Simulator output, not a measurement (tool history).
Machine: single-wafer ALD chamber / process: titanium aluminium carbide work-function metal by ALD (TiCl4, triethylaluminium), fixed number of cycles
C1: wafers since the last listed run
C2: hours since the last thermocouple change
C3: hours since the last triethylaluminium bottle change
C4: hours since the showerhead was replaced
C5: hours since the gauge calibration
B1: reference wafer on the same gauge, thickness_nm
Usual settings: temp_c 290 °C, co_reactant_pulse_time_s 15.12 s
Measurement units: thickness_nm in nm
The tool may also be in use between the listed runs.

{"run": 1, "day": 0.0, "temp_c": 290, "co_reactant_pulse_time_s": 15.12, "C1": 0, "C2": 952.4, "C3": 808.7, "C4": 1925.9, "C5": 1287, "B1": 2.299, "thickness_nm": 1.949}
{"run": 2, "day": 1.475, "temp_c": 290, "co_reactant_pulse_time_s": 15.12, "C1": 478, "C2": 987.8, "C3": 844.1, "C4": 1961.3, "C5": 1322.4, "B1": 2.298, "thickness_nm": 1.947}
{"run": 3, "day": 4.108, "temp_c": 290, "co_reactant_pulse_time_s": 15.12, "C1": 854, "C2": 1051, "C3": 907.3, "C4": 2024.5, "C5": 1385.6, "B1": 2.3, "thickness_nm": 1.949}
{"run": 4, "day": 6.771, "temp_c": 290, "co_reactant_pulse_time_s": 15.12, "C1": 863, "C2": 1114.9, "C3": 971.2, "C4": 2088.4, "C5": 1449.5, "B1": 2.299, "thickness_nm": 1.953}
{"run": 5, "day": 8.096, "temp_c": 290, "co_reactant_pulse_time_s": 15.12, "C1": 429, "C2": 1146.7, "C3": 1003, "C4": 2120.2, "C5": 1481.3, "B1": 2.299, "thickness_nm": 1.953}
{"day": 8.538, "done": "thermocouple changed; heater temperature recalibrated"}
{"run": 6, "day": 9.179, "temp_c": 290, "co_reactant_pulse_time_s": 15.12, "C1": 243, "C2": 15.4, "C3": 1029, "C4": 2146.2, "C5": 1507.3, "B1": 2.299, "thickness_nm": 1.952}
{"run": 7, "day": 11.192, "temp_c": 298, "co_reactant_pulse_time_s": 13.74, "C1": 652, "C2": 63.7, "C3": 1077.3, "C4": 2194.5, "C5": 1555.6, "B1": 2.299, "thickness_nm": 1.994}
{"run": 8, "day": 13.175, "temp_c": 290, "co_reactant_pulse_time_s": 15.12, "C1": 643, "C2": 111.3, "C3": 1124.9, "C4": 2242.1, "C5": 1603.2, "B1": 2.299, "thickness_nm": 1.956}
{"run": 9, "day": 14.929, "temp_c": 290, "co_reactant_pulse_time_s": 15.12, "C1": 568, "C2": 153.4, "C3": 1167, "C4": 2284.2, "C5": 1645.3, "B1": 2.3, "thickness_nm": 1.937}
{"run": 10, "day": 16.621, "temp_c": 290, "co_reactant_pulse_time_s": 15.12, "C1": 548, "C2": 194, "C3": 1207.6, "C4": 2324.8, "C5": 1685.9, "B1": 2.301, "thickness_nm": 1.951}
{"run": 11, "day": 19.038, "temp_c": 290, "co_reactant_pulse_time_s": 15.12, "C1": 783, "C2": 252, "C3": 1265.6, "C4": 2382.8, "C5": 1743.9, "B1": 2.3, "thickness_nm": 1.955}
{"run": 12, "day": 20.562, "temp_c": 290, "co_reactant_pulse_time_s": 15.12, "C1": 494, "C2": 288.6, "C3": 1302.2, "C4": 2419.4, "C5": 1780.5, "B1": 2.301, "thickness_nm": 1.955}
{"run": 13, "day": 23.1, "temp_c": 290, "co_reactant_pulse_time_s": 15.12, "C1": 823, "C2": 349.5, "C3": 1363.1, "C4": 2480.3, "C5": 1841.4, "B1": 2.3, "thickness_nm": 1.947}
{"run": 14, "day": 25.062, "temp_c": 290, "co_reactant_pulse_time_s": 15.12, "C1": 636, "C2": 396.6, "C3": 1410.2, "C4": 2527.4, "C5": 1888.5, "B1": 2.297, "thickness_nm": 1.95}
{"run": 15, "day": 27.162, "temp_c": 294, "co_reactant_pulse_time_s": 9.42, "C1": 681, "C2": 447, "C3": 1460.6, "C4": 2577.8, "C5": 1938.9, "B1": 2.3, "thickness_nm": 1.792}
{"run": 16, "day": 29.662, "temp_c": 290, "co_reactant_pulse_time_s": 12.44, "C1": 810, "C2": 507, "C3": 1520.6, "C4": 2637.8, "C5": 1998.9, "B1": 2.301, "thickness_nm": 1.928}
{"run": 17, "day": 32.221, "temp_c": 290, "co_reactant_pulse_time_s": 15.12, "C1": 829, "C2": 568.4, "C3": 1582, "C4": 2699.2, "C5": 2060.3, "B1": 2.3, "thickness_nm": 1.945}
{"run": 18, "day": 35.033, "temp_c": 290, "co_reactant_pulse_time_s": 15.12, "C1": 912, "C2": 635.9, "C3": 1649.5, "C4": 2766.7, "C5": 2127.8, "B1": 2.299, "thickness_nm": 1.942}
{"run": 19, "day": 36.171, "temp_c": 290, "co_reactant_pulse_time_s": 20.04, "C1": 368, "C2": 663.2, "C3": 1676.8, "C4": 2794, "C5": 2155.1, "B1": 2.3, "thickness_nm": 1.962}
{"run": 20, "day": 37.517, "temp_c": 290, "co_reactant_pulse_time_s": 15.12, "C1": 436, "C2": 695.5, "C3": 1709.1, "C4": 2826.3, "C5": 2187.4, "B1": 2.3, "thickness_nm": 1.954}
{"day": 39.479, "done": "triethylaluminium bottle replaced"}
{"run": 21, "day": 40.208, "temp_c": 284, "co_reactant_pulse_time_s": 15.12, "C1": 764, "C2": 760.1, "C3": 17.5, "C4": 2890.9, "C5": 2252, "B1": 2.297, "thickness_nm": 1.901}
{"run": 22, "day": 41.25, "temp_c": 290, "co_reactant_pulse_time_s": 15.12, "C1": 337, "C2": 785.1, "C3": 42.5, "C4": 2915.9, "C5": 2277, "B1": 2.3, "thickness_nm": 1.947}
{"day": 44.088, "done": "gauge calibrated"}
{"run": 23, "day": 48.433, "temp_c": 281, "co_reactant_pulse_time_s": 17.91, "C1": 2329, "C2": 957.5, "C3": 214.9, "C4": 3088.3, "C5": 104.3, "B1": 2.299, "thickness_nm": 1.887}
{"day": 50.567, "done": "showerhead replaced"}
{"run": 24, "day": 51.221, "temp_c": 304, "co_reactant_pulse_time_s": 9.68, "C1": 795, "C2": 1024.4, "C3": 281.8, "C4": 15.7, "C5": 171.2, "B1": 2.301, "thickness_nm": 1.896}
{"run": 25, "day": 53.496, "temp_c": 302, "co_reactant_pulse_time_s": 20.32, "C1": 737, "C2": 1079, "C3": 336.4, "C4": 70.3, "C5": 225.8, "B1": 2.3, "thickness_nm": 2.06}
{"day": 55.567, "done": "thermocouple changed; heater temperature recalibrated"}
{"run": 26, "day": 55.696, "temp_c": 282, "co_reactant_pulse_time_s": 13.2, "C1": 605, "C2": 3.1, "C3": 389.2, "C4": 123.1, "C5": 278.6, "B1": 2.302, "thickness_nm": 1.868}
{"run": 27, "day": 56.967, "temp_c": 290, "co_reactant_pulse_time_s": 15.12, "C1": 412, "C2": 33.6, "C3": 419.7, "C4": 153.6, "C5": 309.1, "B1": 2.302, "thickness_nm": 1.943}
{"run": 28, "day": 59.271, "temp_c": 278, "co_reactant_pulse_time_s": 19.51, "C1": 747, "C2": 88.9, "C3": 475, "C4": 208.9, "C5": 364.4, "B1": 2.3, "thickness_nm": 1.873}
{"run": 29, "day": 60.925, "temp_c": 283, "co_reactant_pulse_time_s": 11.38, "C1": 536, "C2": 128.6, "C3": 514.7, "C4": 248.6, "C5": 404.1, "B1": 2.299, "thickness_nm": 1.829}
{"run": 30, "day": 63.704, "temp_c": 304, "co_reactant_pulse_time_s": 13.44, "C1": 901, "C2": 195.3, "C3": 581.4, "C4": 315.3, "C5": 470.8, "B1": 2.298, "thickness_nm": 2.046}
{"run": 31, "day": 66.038, "temp_c": 290, "co_reactant_pulse_time_s": 15.12, "C1": 756, "C2": 251.3, "C3": 637.4, "C4": 371.3, "C5": 526.8, "B1": 2.298, "thickness_nm": 1.94}
{"run": 32, "day": 74.496, "temp_c": 290, "co_reactant_pulse_time_s": 20.72, "C1": 2743, "C2": 454.3, "C3": 840.4, "C4": 574.3, "C5": 729.8, "B1": 2.3, "thickness_nm": 1.957}

Predict the results of run 33:
{"run": 33, "day": 76.921, "temp_c": 279, "co_reactant_pulse_time_s": 9.55, "C1": 786, "C2": 512.5, "C3": 898.6, "C4": 632.5, "C5": 788, "B1": "?", "thickness_nm": "?"}

B1: 2.301
thickness_nm: 1.706 nm
If the tool had no hidden condition, the same run with the same run-to-run variation would have returned thickness_nm 1.706 nm.
